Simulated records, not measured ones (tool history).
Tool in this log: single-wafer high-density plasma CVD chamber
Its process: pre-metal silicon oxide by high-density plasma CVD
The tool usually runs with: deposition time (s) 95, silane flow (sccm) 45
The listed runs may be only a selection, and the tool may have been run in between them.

run    hour  deposition time (s)  silane flow (sccm)  read-back reference wafer on the same gauge, thickness_nm  mean film thickness on the monitor wafer (Å)
  1       0                   95                  45                                                    368.406                                       3714.82
  2    41.9                   95                  45                                                    367.856                                        3721.6
  3    95.5                   95                  45                                                    368.601                                       3740.48
  4   132.9                   88                  43                                                    367.686                                       3293.97
  5   434.3                   88                  43                                                    368.076                                       3306.59
  6   517.6                   95                  45                                                    368.163                                       3737.55
  7   592.7                  100                  45                                                    368.097                                       3925.92
  8   662.7                  100                  45                                                    368.384                                       3934.54
  9   729.7                   95                  41                                                    367.427                                       3395.23
 10     808                   95                  41                                                    368.002                                       3400.79
 11   885.9                   95                  41                                                    368.395                                       3403.05
 12   959.1                   95                  45                                                    368.263                                        3740.9
 13   996.3                   95                  45                                                    367.917                                       3742.38
 14  1056.3                   95                  45                                                    368.383                                       3738.78
 15  1109.4                   95                  45                                                    368.359                                       3733.68
 16  1161.4                   95                  45                                                    367.941                                       3748.06
 17  1206.1                   95                  45                                                    368.156                                       3748.81
 18  1248.2                   95                  45                                                    368.419                                       3751.42
 19  1314.4                   95                  45                                                    368.047                                       3757.93
 20  1401.8                   95                  42                                                    368.246                                        3499.7
 21  1481.8                   95                  42                                                    368.268                                       3490.97
 22  1584.5                   95                  45                                                    367.556                                        3753.6
       1667  -- gauge calibrated
 23  1672.6                   95                  45                                                     368.18                                       3762.25
 24  1764.2                   89                  38                                                    368.008                                       2976.47
 25  1834.4                   95                  36                                                    367.973                                       2999.72
 26  1940.6                101.5                  50                                                    368.314                                       4484.85
 27  2048.2                   95                  42                                                    368.075                                        3523.6
 28  2098.8                105.6                  45                                                    368.327                                       4182.58
 29  2153.1                113.1                  45                                                    368.334                                       4495.06
 30  2211.2                   89                  38                                                    368.072                                       2982.34
 31    2294                   95                  45                                                    368.039                                        3773.6
 32  2374.1                 76.7                  48                                                    368.002                                        3250.6
 33  2471.8                   95                  45                                                    368.024                                       3778.99
 34  2572.6                 88.4                  37                                                    368.063                                       2895.21
 35  2651.3                 77.2                  38                                                    367.804                                       2591.77
     2704.1  -- silane flow controller replaced
 36  2745.2                   90                  50                                                    367.846                                       3902.49
 37  2830.6                 84.8                  53                                                    367.958                                       3895.03
 38  3071.3                   95                  45                                                    368.245                                       3716.72
 39  3139.1                 89.8                  53                                                    367.713                                       4147.39
 40  3185.5                101.1                  45                                                    368.139                                       3946.38
 41  3280.3                   95                  45                                                    368.157                                       3735.59
 42  3339.5                   95                  45                                                    368.103                                       3724.97
 43  3409.8                   95                  45                                                    367.822                                       3711.81
 44  3511.9                 76.6                  52                                                    367.791                                       3475.27
 45  3619.4                 88.4                  53                                                    367.806                                       4086.55
 46  3656.2                113.1                  45                                                    367.844                                       4415.61

Run-by-run hidden state of the tool:
gauge reads high (%): 0, the same for each run
H1: delivered silane flow above the setpoint (%)
run         H1
  1     0.0651
  2     0.0786
  3     0.0964
  4      0.109
  5      0.225
  6      0.261
  7      0.294
  8      0.327
  9      0.359
 10      0.398
 11      0.439
 12      0.478
 13      0.499
 14      0.532
 15      0.563
 16      0.593
 17       0.62
 18      0.646
 19      0.687
 20      0.743
 21      0.796
 22      0.866
 23      0.928
 24      0.995
 25       1.05
 26       1.13
 27       1.21
 28       1.26
 29        1.3
 30       1.35
 31       1.42
 32       1.49
 33       1.58
 34       1.67
 35       1.74
 36     -0.101
 37    -0.0988
 38    -0.0846
 39     -0.078
 40    -0.0729
 41    -0.0609
 42    -0.0523
 43     -0.041
 44    -0.0225
 45  -0.000338
 46     0.0079

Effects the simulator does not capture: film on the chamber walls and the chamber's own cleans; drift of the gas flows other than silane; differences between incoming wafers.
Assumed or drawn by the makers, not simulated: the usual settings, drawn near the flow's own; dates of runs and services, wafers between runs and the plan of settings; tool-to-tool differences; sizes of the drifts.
